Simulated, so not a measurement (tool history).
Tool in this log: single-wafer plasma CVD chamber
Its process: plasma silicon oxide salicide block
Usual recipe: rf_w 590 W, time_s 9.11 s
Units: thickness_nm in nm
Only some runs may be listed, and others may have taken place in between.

run	hour	rf_w	time_s	read-back reference wafer on the same gauge, thickness_nm	thickness_nm
1	0.0	590	9.11	102.086	95.235
2	53.7	590	9.11	102.040	94.967
3	98.1	590	9.11	101.910	94.955
4	138.8	590	9.11	102.009	95.156
5	208.5	590	9.73	102.118	101.521
6	257.9	590	9.73	101.995	101.599
7	283.6	590	9.11	101.990	95.154
8	320.8	590	9.11	102.039	95.207
9	527.8	590	9.11	102.037	94.869
10	594.5	560	9.68	101.874	99.672
11	639.5	560	9.68	101.822	99.585
12	701.5	590	9.11	101.860	94.880
13	745.1	590	9.11	101.878	94.542
# hour 764.4: gauge calibrated
14	810.2	590	9.11	101.979	94.321
15	856.8	655	8.57	102.102	90.005
16	886.2	590	9.11	101.915	94.042
17	933.6	590	9.11	101.949	93.815
18	989.7	590	9.11	101.940	94.115
19	1045.9	590	9.11	101.914	93.817
20	1104.3	590	9.11	102.052	94.060
# hour 1126.7: RF generator calibrated
21	1141.3	590	9.11	102.178	95.076
22	1209.4	685	9.65	101.999	103.672
23	1269.0	560	9.68	102.031	100.597
24	1312.7	525	8.56	101.998	87.835
25	1373.8	640	7.34	102.049	77.647
26	1421.9	490	10.04	101.921	101.710
27	1479.6	705	9.95	102.026	106.642
28	1665.2	590	9.11	102.030	94.431
# hour 1697.8: showerhead replaced, of another model than before
29	1711.8	590	9.11	101.869	95.150
30	1746.8	560	9.68	102.102	100.539

Run 31, settings as shown, results not yet in. Your forecast:
31	1779.7	505	10.13	?	?

{"run 31": {"read-back reference wafer on the same gauge, thickness_nm": 101.951, "thickness_nm": 103.825}}
With no hidden state in the tool, this same run would have given thickness_nm 104.385 nm.
